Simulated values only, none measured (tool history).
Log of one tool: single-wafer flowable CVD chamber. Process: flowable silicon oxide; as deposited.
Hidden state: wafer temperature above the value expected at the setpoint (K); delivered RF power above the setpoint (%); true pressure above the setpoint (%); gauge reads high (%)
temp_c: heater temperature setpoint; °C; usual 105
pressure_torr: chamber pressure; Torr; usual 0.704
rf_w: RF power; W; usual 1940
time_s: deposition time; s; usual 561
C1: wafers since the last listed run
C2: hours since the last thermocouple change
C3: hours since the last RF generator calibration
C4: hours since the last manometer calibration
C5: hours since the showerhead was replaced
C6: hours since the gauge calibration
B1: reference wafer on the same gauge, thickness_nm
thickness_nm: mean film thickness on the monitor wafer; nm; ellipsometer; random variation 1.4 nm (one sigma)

run 1 hour=0 | temp_c=105 pressure_torr=0.617 rf_w=1940 time_s=561 | C1=0 C2=1399.2 C3=907.4 C4=1501.1 C5=1986.8 C6=861.5 | B1=216.527 | thickness_nm=194.269
run 2 hour=99.7 | temp_c=105 pressure_torr=0.704 rf_w=1855 time_s=561 | C1=272 C2=1498.9 C3=1007.1 C4=1600.8 C5=2086.5 C6=961.2 | B1=216.621 | thickness_nm=219.312
run 3 hour=135.9 | temp_c=105 pressure_torr=0.704 rf_w=1855 time_s=561 | C1=98 C2=1535.1 C3=1043.3 C4=1637 C5=2122.7 C6=997.4 | B1=217.644 | thickness_nm=221.42
run 4 hour=202.4 | temp_c=105 pressure_torr=0.704 rf_w=1940 time_s=481 | C1=181 C2=1601.6 C3=1109.8 C4=1703.5 C5=2189.2 C6=1063.9 | B1=217.026 | thickness_nm=187.298
run 5 hour=300 | temp_c=105 pressure_torr=0.704 rf_w=1940 time_s=561 | C1=266 C2=1699.2 C3=1207.4 C4=1801.1 C5=2286.8 C6=1161.5 | B1=216.717 | thickness_nm=219.771
run 6 hour=392.2 | temp_c=105 pressure_torr=0.704 rf_w=1940 time_s=561 | C1=252 C2=1791.4 C3=1299.6 C4=1893.3 C5=2379 C6=1253.7 | B1=217.743 | thickness_nm=218.198
run 7 hour=710.7 | temp_c=105 pressure_torr=0.704 rf_w=1940 time_s=561 | C1=870 C2=2109.9 C3=1618.1 C4=2211.8 C5=2697.5 C6=1572.2 | B1=216.985 | thickness_nm=214.047
-- hour=726.9 gauge calibrated
-- hour=750.8 thermocouple changed; heater temperature recalibrated
-- hour=785.4 showerhead replaced
-- hour=796.6 capacitance manometer re-zeroed and calibrated
run 8 hour=803.6 | temp_c=105 pressure_torr=0.704 rf_w=1940 time_s=561 | C1=188 C2=52.8 C3=1711 C4=7 C5=18.2 C6=76.7 | B1=216.671 | thickness_nm=226.105
run 9 hour=843.3 | temp_c=105 pressure_torr=0.704 rf_w=1940 time_s=503 | C1=108 C2=92.5 C3=1750.7 C4=46.7 C5=57.9 C6=116.4 | B1=217.394 | thickness_nm=207.589
run 10 hour=946.4 | temp_c=105 pressure_torr=0.704 rf_w=1940 time_s=609 | C1=281 C2=195.6 C3=1853.8 C4=149.8 C5=161 C6=219.5 | B1=216.603 | thickness_nm=251.025
run 11 hour=1035.7 | temp_c=105 pressure_torr=0.704 rf_w=1940 time_s=561 | C1=244 C2=284.9 C3=1943.1 C4=239.1 C5=250.3 C6=308.8 | B1=217.663 | thickness_nm=229.477
run 12 hour=1141.9 | temp_c=105 pressure_torr=0.704 rf_w=1940 time_s=561 | C1=290 C2=391.1 C3=2049.3 C4=345.3 C5=356.5 C6=415 | B1=217.109 | thickness_nm=231.383
-- hour=1198 RF generator calibrated
run 13 hour=1214.1 | temp_c=105 pressure_torr=0.704 rf_w=1940 time_s=561 | C1=175 C2=463.3 C3=16.1 C4=417.5 C5=428.7 C6=487.2 | B1=216.566 | thickness_nm=231.034
run 14 hour=1265.4 | temp_c=109 pressure_torr=0.704 rf_w=1940 time_s=663 | C1=140 C2=514.6 C3=67.4 C4=468.8 C5=480 C6=538.5 | B1=216.864 | thickness_nm=234.122
run 15 hour=1358.8 | temp_c=118 pressure_torr=0.607 rf_w=1560 time_s=561 | C1=255 C2=608 C3=160.8 C4=562.2 C5=573.4 C6=631.9 | B1=216.79 | thickness_nm=117.304
run 16 hour=1447.7 | temp_c=105 pressure_torr=0.631 rf_w=1940 time_s=527 | C1=243 C2=696.9 C3=249.7 C4=651.1 C5=662.3 C6=720.8 | B1=216.924 | thickness_nm=193.707
run 17 hour=1545.7 | temp_c=105 pressure_torr=0.704 rf_w=1940 time_s=561 | C1=267 C2=794.9 C3=347.7 C4=749.1 C5=760.3 C6=818.8 | B1=216.922 | thickness_nm=228.677

Forecast run 18:
run 18 hour=1602.6 | temp_c=101 pressure_torr=0.777 rf_w=1940 time_s=671 | C1=155 C2=851.8 C3=404.6 C4=806 C5=817.2 C6=875.7 | B1=? | thickness_nm=?

{"run 18": {"B1": 216.895, "thickness_nm": 350.284}}
Without the tool's hidden state the same run would have given thickness_nm 347.974 nm.
